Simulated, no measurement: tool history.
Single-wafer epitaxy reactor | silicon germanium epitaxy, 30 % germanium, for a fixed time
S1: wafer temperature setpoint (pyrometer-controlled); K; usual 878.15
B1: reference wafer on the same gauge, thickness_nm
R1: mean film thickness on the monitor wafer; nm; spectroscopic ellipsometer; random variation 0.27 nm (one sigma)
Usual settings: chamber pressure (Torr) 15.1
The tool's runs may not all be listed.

Run 1, day 0.000: usual settings but chamber pressure (Torr) 15.9; B1 57.970. Result: R1 68.157 nm.
Run 2, day 0.808: usual settings but chamber pressure (Torr) 15.9; B1 57.971. Result: R1 67.404 nm.
Run 3, day 2.288: usual settings but chamber pressure (Torr) 15.9; B1 57.996. Result: R1 68.029 nm.
Run 4, day 3.729: usual settings but S1 884.15 K; B1 57.930. Result: R1 76.112 nm.
Run 5, day 4.746: usual settings; B1 58.130. Result: R1 67.149 nm.
Run 6, day 5.246: usual settings; B1 57.942. Result: R1 67.155 nm.
Run 7, day 5.975: usual settings; B1 58.113. Result: R1 67.049 nm.
Run 8, day 6.917: usual settings; B1 58.038. Result: R1 66.967 nm.
Run 9, day 8.083: usual settings but chamber pressure (Torr) 14.2; B1 57.997. Result: R1 66.287 nm.
At day 9.033: pyrometer calibrated.
Run 10, day 9.517: usual settings but chamber pressure (Torr) 14.2; B1 58.011. Result: R1 58.197 nm.
At day 10.554: capacitance manometer re-zeroed and calibrated.
Run 11, day 11.142: usual settings but S1 873.15 K, chamber pressure (Torr) 16.4; B1 58.091. Result: R1 55.183 nm.
Run 12, day 11.946: usual settings but S1 869.15 K, chamber pressure (Torr) 13.3; B1 58.008. Result: R1 47.958 nm.
Run 13, day 13.404: usual settings but chamber pressure (Torr) 13.6; B1 57.931. Result: R1 58.691 nm.
At day 14.812: gauge calibrated.
Run 14, day 14.883: usual settings but S1 892.15 K, chamber pressure (Torr) 18.1; B1 58.028. Result: R1 85.001 nm.
At day 15.783: showerhead replaced.
Run 15, day 16.292: usual settings but S1 869.15 K, chamber pressure (Torr) 13.3; B1 57.996. Result: R1 48.807 nm.
Run 16, day 17.229: usual settings but S1 886.15 K, chamber pressure (Torr) 12.5; B1 58.031. Result: R1 67.913 nm.
Run 17, day 18.504: usual settings; B1 57.915. Result: R1 61.068 nm.
Run 18, day 19.079: usual settings but chamber pressure (Torr) 13.8; B1 57.926. Result: R1 59.860 nm.
Run 19, day 19.596: usual settings but S1 883.15 K, chamber pressure (Torr) 17.7; B1 57.931. Result: R1 71.433 nm.
Run 20, day 20.617: usual settings but S1 864.15 K; B1 58.023. Result: R1 46.060 nm.

The same runs without the tool's hidden state, with the same run-to-run variation:
The hidden state here: wafer temperature above the value expected at the setpoint (K); true pressure above the setpoint (%); gauge reads high (%).
run      R1
  1  60.967
  2  60.279
  3  60.812
  4  68.127
  5  59.985
  6  59.982
  7  59.876
  8  59.789
  9  59.165
 10  58.917
 11  55.495
 12  48.075
 13  58.504
 14  84.300
 15  48.138
 16  66.818
 17  59.818
 18  58.529
 19  69.756
 20  44.783
